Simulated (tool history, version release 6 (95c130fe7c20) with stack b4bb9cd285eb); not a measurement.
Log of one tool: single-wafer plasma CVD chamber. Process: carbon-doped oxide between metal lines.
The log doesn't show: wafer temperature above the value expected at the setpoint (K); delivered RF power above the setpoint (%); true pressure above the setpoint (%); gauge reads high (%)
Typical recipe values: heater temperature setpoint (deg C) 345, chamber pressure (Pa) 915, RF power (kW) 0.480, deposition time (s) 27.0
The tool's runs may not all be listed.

run	day	heater temperature setpoint (deg C)	chamber pressure (Pa)	RF power (kW)	deposition time (s)	wafers since the last listed run	hours since the last thermocouple change	hours since the last RF generator calibration	hours since the last manometer calibration	hours since the showerhead was replaced	hours since the gauge calibration	read-back reference wafer on the same gauge, thickness_nm	mean film thickness on the monitor wafer (nm)
1	0.000	345	1065	0.410	27.0	0	1753.8	523.8	1446.1	3323.6	835.0	129.186	131.898
# day 2.500: capacitance manometer re-zeroed and calibrated
2	2.521	345	1065	0.410	27.0	759	1814.3	584.3	0.5	3384.1	895.5	128.935	132.358
3	4.688	345	915	0.480	27.0	752	1866.3	636.3	52.5	3436.1	947.5	128.977	143.034
4	8.596	345	915	0.480	27.0	1357	1960.1	730.1	146.3	3529.9	1041.3	129.250	142.394
5	12.812	345	915	0.550	27.0	1464	2061.3	831.3	247.5	3631.1	1142.5	128.952	152.336
6	22.650	345	915	0.550	27.0	3416	2297.4	1067.4	483.6	3867.2	1378.6	128.914	153.910
7	26.371	345	915	0.550	27.0	1292	2386.7	1156.7	572.9	3956.5	1467.9	129.023	152.595
8	30.321	345	915	0.480	27.0	1371	2481.5	1251.5	667.7	4051.3	1562.7	129.024	144.015
9	33.062	345	915	0.480	27.0	952	2547.3	1317.3	733.5	4117.1	1628.5	129.183	143.460
# day 35.212: thermocouple changed; heater temperature recalibrated
10	36.200	345	915	0.480	27.0	973	23.7	1392.6	808.8	4192.4	1703.8	128.861	141.177
# day 43.492: showerhead replaced, of another model than before
11	43.633	345	915	0.480	27.0	2465	202.1	1571.0	987.2	3.4	1882.2	129.212	141.507
12	46.142	345	915	0.480	27.0	871	262.3	1631.2	1047.4	63.6	1942.4	128.986	141.458
13	49.958	345	769	0.525	27.0	1325	353.9	1722.8	1139.0	155.2	2034.0	128.997	144.727
14	52.412	345	915	0.480	27.0	852	412.8	1781.7	1197.9	214.1	2092.9	129.144	140.957
# day 54.358: RF generator calibrated
15	55.162	349	915	0.540	27.0	839	478.8	19.3	1263.9	280.1	2158.9	129.134	143.976
16	62.925	331	915	0.450	27.0	2695	665.1	205.6	1450.2	466.4	2345.2	129.049	146.234
17	65.929	340	915	0.480	23.1	1043	737.2	277.7	1522.3	538.5	2417.3	128.938	123.594
18	67.892	359	696	0.505	28.6	681	784.3	324.8	1569.4	585.6	2464.4	128.827	143.328
# day 70.738: gauge calibrated
19	70.779	357	915	0.480	23.3	1002	853.6	394.1	1638.7	654.9	1.0	129.162	118.909
# day 73.538: capacitance manometer re-zeroed and calibrated
20	75.088	345	915	0.480	27.0	1380	957.0	497.5	37.2	758.3	104.4	128.962	141.622
21	77.917	357	1045	0.560	23.5	982	1024.9	565.4	105.1	826.2	172.3	128.956	125.139
22	80.467	351	915	0.480	22.7	885	1086.1	626.6	166.3	887.4	233.5	128.820	117.448
23	84.888	345	915	0.480	27.0	1535	1192.2	732.7	272.4	993.5	339.6	129.036	141.543
24	87.000	360	732	0.480	22.9	733	1242.9	783.4	323.1	1044.2	390.3	128.864	113.699
25	90.167	359	757	0.545	27.0	1099	1318.9	859.4	399.1	1120.2	466.3	128.868	138.997
26	93.525	357	915	0.480	23.3	1166	1399.5	940.0	479.7	1200.8	546.9	129.208	118.331
27	97.575	351	717	0.480	22.4	1406	1496.7	1037.2	576.9	1298.0	644.1	129.068	114.218
28	99.158	345	1105	0.480	25.6	549	1534.7	1075.2	614.9	1336.0	682.1	129.193	135.692

Branching from run 28: 4 alternative next runs. What would each branch give?
A	99.175	345	915	0.520	27.0	5	1535.1	1075.6	615.3	1336.4	682.5	?	?
B	99.175	334	915	0.480	30.2	5	1535.1	1075.6	615.3	1336.4	682.5	?	?
C	99.175	351	1123	0.410	31.2	5	1535.1	1075.6	615.3	1336.4	682.5	?	?
D	99.175	345	1009	0.480	21.8	5	1535.1	1075.6	615.3	1336.4	682.5	?	?

run	read-back reference wafer on the same gauge, thickness_nm	mean film thickness on the monitor wafer (nm)
A	128.957	145.220
B	128.957	165.512
C	128.957	155.930
D	128.957	115.701
What these runs would have given with no unlogged condition in the tool:
run	mean film thickness on the monitor wafer (nm)
A	143.782
B	163.647
C	154.477
D	114.556

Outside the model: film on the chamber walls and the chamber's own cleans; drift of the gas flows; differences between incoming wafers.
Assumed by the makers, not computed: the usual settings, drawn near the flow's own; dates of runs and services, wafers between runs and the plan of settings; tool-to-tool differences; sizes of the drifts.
